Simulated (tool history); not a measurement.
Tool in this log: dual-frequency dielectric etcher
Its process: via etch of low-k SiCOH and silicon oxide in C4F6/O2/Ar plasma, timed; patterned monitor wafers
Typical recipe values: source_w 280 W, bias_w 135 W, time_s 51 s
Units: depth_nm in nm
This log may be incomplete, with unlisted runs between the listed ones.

run	hour	source_w	bias_w	time_s	read-back reference wafer on the same gauge, depth_nm	depth_nm
1	0	250	135	51	96.3	97.2
2	41.3	250	135	51	96.4	97.1
# hour 77.1: wet clean of the chamber
3	91.4	280	126	51	96.4	96.8
4	159	280	135	51	96.4	99
5	183.8	280	135	51	96.4	98.4
6	226.6	300	166	37	96.3	77.5
7	294.5	280	135	46.5	96.3	91.1
# hour 338.7: gauge calibrated
8	357.3	280	135	51	96.5	99
# hour 380: bias power generator calibrated
9	392.1	330	124	51	96.4	102.3
10	458.3	310	167	39.5	96.4	84.7
11	503.3	280	120	51	96.4	96.9
# hour 621.7: wet clean of the chamber
12	633.5	300	153	56	96.4	114
13	676.1	280	135	36.5	96.3	70.8
# hour 682.2: source power generator calibrated
14	738.5	280	135	51	96.5	100.8
15	784.2	340	159	51	96.4	111.1
# hour 845.9: upper electrode replaced
16	852.5	220	135	51	96.3	94.4
17	904.5	280	135	51	96.2	101
18	962.3	280	135	51	96.5	101.2
19	1023.2	340	103	55.5	96.4	108.3
20	1073.4	260	110	51	96.3	94
21	1107.8	320	135	60	96.4	123.9
# hour 1160: wet clean of the chamber
22	1165.2	220	123	56.5	96.3	101
23	1207.1	240	154	64.5	96.4	126.2

Run 24 comes next. What will it give?
24	1251	230	166	35.5	?	?

read-back reference wafer on the same gauge, depth_nm: 96.2
depth_nm: 70.2 nm
Without the tool's hidden state the same run would have given depth_nm 69.7 nm.

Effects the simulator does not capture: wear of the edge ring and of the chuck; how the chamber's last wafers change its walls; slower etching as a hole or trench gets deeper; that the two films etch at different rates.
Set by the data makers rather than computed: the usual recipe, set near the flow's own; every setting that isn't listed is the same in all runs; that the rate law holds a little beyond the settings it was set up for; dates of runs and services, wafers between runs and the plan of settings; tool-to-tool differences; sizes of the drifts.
